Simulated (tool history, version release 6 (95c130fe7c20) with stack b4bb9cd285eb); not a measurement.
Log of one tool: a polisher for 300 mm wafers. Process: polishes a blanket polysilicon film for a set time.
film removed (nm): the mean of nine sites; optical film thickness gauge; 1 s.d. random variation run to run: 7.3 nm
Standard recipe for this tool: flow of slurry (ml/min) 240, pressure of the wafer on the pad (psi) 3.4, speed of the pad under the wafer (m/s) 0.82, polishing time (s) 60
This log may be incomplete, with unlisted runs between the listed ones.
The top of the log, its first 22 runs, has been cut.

run   hour  flow of slurry (ml/min)  pressure of the wafer on the pad (psi)  speed of the pad under the wafer (m/s)  polishing time (s)  incoming thickness of the incoming film, nm  film removed (nm)
 23  617.5                      320                                     3.4                                    0.96                  60                                       1395.8              546.7
 24  645.5                      275                                     3.4                                    0.82                  80                                       1402.8              612.0
     649.0  -- slurry nozzle cleaned
     651.8  -- worn pad replaced by a new one
 25  659.1                      165                                     3.4                                    0.82                  60                                       1377.5              475.1
 26  679.8                      240                                     3.4                                    0.82                  74                                       1373.4              605.8
 27  695.0                      240                                     3.4                                    0.82                  60                                       1375.6              506.6
 28  726.3                      240                                     2.4                                    1.06                  60                                       1377.7              445.6
 29  748.9                      240                                     3.4                                    0.82                  69                                       1386.7              562.6
 30  761.7                      310                                     4.3                                    1.00                  73                                       1363.1              934.8
 31  776.4                      240                                     2.3                                    0.90                  60                                       1402.8              353.8
 32  803.8                      240                                     2.3                                    0.82                  60                                       1394.0              316.9
 33  827.1                      240                                     2.5                                    0.82                  60                                       1399.7              345.8
 34  843.8                      165                                     3.0                                    1.00                  43                                       1375.6              346.1
     853.7  -- head pressure recalibrated
 35  876.5                      270                                     3.4                                    0.68                  60                                       1392.9              383.4
     891.1  -- worn pad replaced by a new one
 36  894.0                      305                                     4.5                                    0.96                  66                                       1397.0              880.4

Each row is a separate what-if for the run after 36, all from the same tool condition, not one after another. Results?
  A  894.4                      240                                     3.4                                    0.82                  60                                       1373.4                  ?
  B  894.4                      280                                     3.7                                    0.82                  43                                       1373.4                  ?
  C  894.4                      240                                     3.4                                    1.02                  60                                       1373.4                  ?
  D  894.4                      240                                     3.4                                    0.66                  75                                       1373.4                  ?
  E  894.4                      240                                     3.4                                    0.64                  60                                       1373.4                  ?

run  film removed (nm)
  A              500.8
  B              395.6
  C              623.0
  D              503.9
  E              390.9
With no hidden state in the tool, these same runs would have given:
run  film removed (nm)
  A              505.3
  B              399.1
  C              628.5
  D              508.3
  E              394.3
